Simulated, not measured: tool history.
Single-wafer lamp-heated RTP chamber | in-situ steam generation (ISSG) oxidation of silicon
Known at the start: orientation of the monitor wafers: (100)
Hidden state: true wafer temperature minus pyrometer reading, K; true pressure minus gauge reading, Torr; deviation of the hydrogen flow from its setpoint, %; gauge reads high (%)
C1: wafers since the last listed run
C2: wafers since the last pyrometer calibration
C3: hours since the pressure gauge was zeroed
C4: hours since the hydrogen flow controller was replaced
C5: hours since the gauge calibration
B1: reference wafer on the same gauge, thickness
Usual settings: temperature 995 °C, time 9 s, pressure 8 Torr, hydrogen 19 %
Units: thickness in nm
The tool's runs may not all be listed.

{"run": 1, "hour": 0.0, "temperature": 995, "time": 9, "pressure": 8, "hydrogen": 19, "C1": 0, "C2": 1321, "C3": 1282.5, "C4": 3379.3, "C5": 845.6, "B1": 3.178, "thickness": 3.65}
{"run": 2, "hour": 45.3, "temperature": 995, "time": 9, "pressure": 8, "hydrogen": 19, "C1": 478, "C2": 1800, "C3": 1327.8, "C4": 3424.6, "C5": 890.9, "B1": 3.184, "thickness": 3.625}
{"run": 3, "hour": 87.9, "temperature": 995, "time": 9, "pressure": 8, "hydrogen": 19, "C1": 450, "C2": 2250, "C3": 1370.4, "C4": 3467.2, "C5": 933.5, "B1": 3.189, "thickness": 3.663}
{"run": 4, "hour": 159.6, "temperature": 995, "time": 9, "pressure": 8, "hydrogen": 19, "C1": 757, "C2": 3008, "C3": 1442.1, "C4": 3538.9, "C5": 1005.2, "B1": 3.193, "thickness": 3.654}
{"hour": 170.7, "done": "pressure gauge zeroed"}
{"run": 5, "hour": 186.4, "temperature": 995, "time": 9, "pressure": 8, "hydrogen": 19, "C1": 198, "C2": 3207, "C3": 15.7, "C4": 3565.7, "C5": 1032, "B1": 3.205, "thickness": 3.676}
{"hour": 188.4, "done": "gauge calibrated"}
{"hour": 222.9, "done": "pyrometer window cleaned and pyrometer calibrated"}
{"run": 6, "hour": 235.4, "temperature": 995, "time": 9, "pressure": 8, "hydrogen": 19, "C1": 433, "C2": 132, "C3": 64.7, "C4": 3614.7, "C5": 47, "B1": 3.138, "thickness": 3.587}
{"run": 7, "hour": 277.4, "temperature": 995, "time": 9, "pressure": 8, "hydrogen": 19, "C1": 443, "C2": 576, "C3": 106.7, "C4": 3656.7, "C5": 89, "B1": 3.143, "thickness": 3.577}
{"run": 8, "hour": 346.4, "temperature": 995, "time": 8, "pressure": 8, "hydrogen": 19, "C1": 729, "C2": 1305, "C3": 175.7, "C4": 3725.7, "C5": 158, "B1": 3.141, "thickness": 3.433}
{"run": 9, "hour": 387.7, "temperature": 995, "time": 9, "pressure": 8, "hydrogen": 25, "C1": 436, "C2": 1741, "C3": 217, "C4": 3767, "C5": 199.3, "B1": 3.147, "thickness": 3.874}
{"run": 10, "hour": 435.2, "temperature": 995, "time": 11, "pressure": 8, "hydrogen": 19, "C1": 502, "C2": 2244, "C3": 264.5, "C4": 3814.5, "C5": 246.8, "B1": 3.143, "thickness": 3.926}
{"run": 11, "hour": 499.2, "temperature": 995, "time": 6, "pressure": 7.5, "hydrogen": 19, "C1": 676, "C2": 2920, "C3": 328.5, "C4": 3878.5, "C5": 310.8, "B1": 3.15, "thickness": 3.038}
{"hour": 560.3, "done": "pyrometer window cleaned and pyrometer calibrated"}
{"run": 12, "hour": 560.8, "temperature": 977, "time": 5, "pressure": 9.3, "hydrogen": 12, "C1": 566, "C2": 5, "C3": 390.1, "C4": 3940.1, "C5": 372.4, "B1": 3.154, "thickness": 2.422}
{"run": 13, "hour": 604.6, "temperature": 979, "time": 12, "pressure": 8, "hydrogen": 19, "C1": 462, "C2": 468, "C3": 433.9, "C4": 3983.9, "C5": 416.2, "B1": 3.148, "thickness": 3.869}
{"run": 14, "hour": 675.6, "temperature": 995, "time": 9, "pressure": 8, "hydrogen": 19, "C1": 750, "C2": 1219, "C3": 504.9, "C4": 4054.9, "C5": 487.2, "B1": 3.157, "thickness": 3.628}
{"run": 15, "hour": 738.0, "temperature": 995, "time": 7, "pressure": 8, "hydrogen": 19, "C1": 659, "C2": 1878, "C3": 567.3, "C4": 4117.3, "C5": 549.6, "B1": 3.166, "thickness": 3.288}
{"run": 16, "hour": 775.2, "temperature": 995, "time": 9, "pressure": 8.8, "hydrogen": 15, "C1": 393, "C2": 2271, "C3": 604.5, "C4": 4154.5, "C5": 586.8, "B1": 3.16, "thickness": 3.392}
{"run": 17, "hour": 804.1, "temperature": 995, "time": 7, "pressure": 8, "hydrogen": 25, "C1": 305, "C2": 2577, "C3": 633.4, "C4": 4183.4, "C5": 615.7, "B1": 3.169, "thickness": 3.544}
{"run": 18, "hour": 834.2, "temperature": 995, "time": 9, "pressure": 8.5, "hydrogen": 11, "C1": 318, "C2": 2895, "C3": 663.5, "C4": 4213.5, "C5": 645.8, "B1": 3.165, "thickness": 3.187}
{"hour": 893.1, "done": "pyrometer window cleaned and pyrometer calibrated"}
{"run": 19, "hour": 903.3, "temperature": 995, "time": 9, "pressure": 8, "hydrogen": 19, "C1": 645, "C2": 107, "C3": 732.6, "C4": 4282.6, "C5": 714.9, "B1": 3.179, "thickness": 3.651}
{"run": 20, "hour": 951.4, "temperature": 995, "time": 9, "pressure": 8, "hydrogen": 19, "C1": 508, "C2": 615, "C3": 780.7, "C4": 4330.7, "C5": 763, "B1": 3.182, "thickness": 3.634}
{"hour": 981.6, "done": "hydrogen flow controller replaced"}
{"run": 21, "hour": 982.1, "temperature": 986, "time": 11, "pressure": 9.3, "hydrogen": 19, "C1": 239, "C2": 855, "C3": 811.4, "C4": 0.5, "C5": 793.7, "B1": 3.184, "thickness": 3.824}
{"run": 22, "hour": 1031.7, "temperature": 980, "time": 9, "pressure": 8, "hydrogen": 19, "C1": 524, "C2": 1380, "C3": 861, "C4": 50.1, "C5": 843.3, "B1": 3.185, "thickness": 3.498}
{"run": 23, "hour": 1102.2, "temperature": 1013, "time": 11, "pressure": 8.5, "hydrogen": 19, "C1": 745, "C2": 2125, "C3": 931.5, "C4": 120.6, "C5": 913.8, "B1": 3.194, "thickness": 4.241}
{"run": 24, "hour": 1147.0, "temperature": 995, "time": 10, "pressure": 8.7, "hydrogen": 24, "C1": 473, "C2": 2598, "C3": 976.3, "C4": 165.4, "C5": 958.6, "B1": 3.205, "thickness": 4.085}
{"run": 25, "hour": 1177.9, "temperature": 995, "time": 9, "pressure": 8.6, "hydrogen": 13, "C1": 326, "C2": 2925, "C3": 1007.2, "C4": 196.3, "C5": 989.5, "B1": 3.207, "thickness": 3.331}
{"run": 26, "hour": 1238.5, "temperature": 989, "time": 6, "pressure": 6.9, "hydrogen": 13, "C1": 640, "C2": 3565, "C3": 1067.8, "C4": 256.9, "C5": 1050.1, "B1": 3.216, "thickness": 2.75}
{"hour": 1278.7, "done": "pyrometer window cleaned and pyrometer calibrated"}
{"run": 27, "hour": 1279.9, "temperature": 995, "time": 10, "pressure": 9.3, "hydrogen": 14, "C1": 353, "C2": 12, "C3": 1109.2, "C4": 298.3, "C5": 1091.5, "B1": 3.218, "thickness": 3.541}
{"run": 28, "hour": 1327.5, "temperature": 988, "time": 6, "pressure": 9.3, "hydrogen": 22, "C1": 503, "C2": 515, "C3": 1156.8, "C4": 345.9, "C5": 1139.1, "B1": 3.227, "thickness": 3.156}
{"hour": 1345.8, "done": "gauge calibrated"}
{"run": 29, "hour": 1364.9, "temperature": 995, "time": 9, "pressure": 8, "hydrogen": 19, "C1": 395, "C2": 910, "C3": 1194.2, "C4": 383.3, "C5": 19.1, "B1": 3.134, "thickness": 3.59}
{"run": 30, "hour": 1428.0, "temperature": 995, "time": 9, "pressure": 7.4, "hydrogen": 19, "C1": 666, "C2": 1577, "C3": 1257.3, "C4": 446.4, "C5": 82.2, "B1": 3.129, "thickness": 3.592}

How the hidden state differs across the entries between the runs, from the last listed run before each to the first after it:
Between runs 4 and 5: pressure gauge zeroed (hour 170.7)
  gauge reads high (%): 2.12 -> 2.23
  measured less the result without the state, thickness: +0.075 -> +0.08 nm
Between runs 5 and 6: gauge calibrated (hour 188.4); pyrometer window cleaned and pyrometer calibrated (hour 222.9)
  gauge reads high (%): 2.23 -> 0.37
  measured less the result without the state, thickness: +0.08 -> +0.014 nm
Between runs 11 and 12: pyrometer window cleaned and pyrometer calibrated (hour 560.3)
  gauge reads high (%): 0.568 -> 0.656
  measured less the result without the state, thickness: +0.017 -> +0.016 nm
Between runs 18 and 19: pyrometer window cleaned and pyrometer calibrated (hour 893.1)
  gauge reads high (%): 1.24 -> 1.44
  measured less the result without the state, thickness: +0.039 -> +0.051 nm
Between runs 20 and 21: hydrogen flow controller replaced (hour 981.6)
  gauge reads high (%): 1.59 -> 1.69
  measured less the result without the state, thickness: +0.056 -> +0.064 nm
Between runs 26 and 27: pyrometer window cleaned and pyrometer calibrated (hour 1278.7)
  gauge reads high (%): 2.68 -> 2.87
  measured less the result without the state, thickness: +0.072 -> +0.098 nm
Between runs 28 and 29: gauge calibrated (hour 1345.8)
  gauge reads high (%): 3.09 -> 0.0308
  measured less the result without the state, thickness: +0.094 -> +0.001 nm
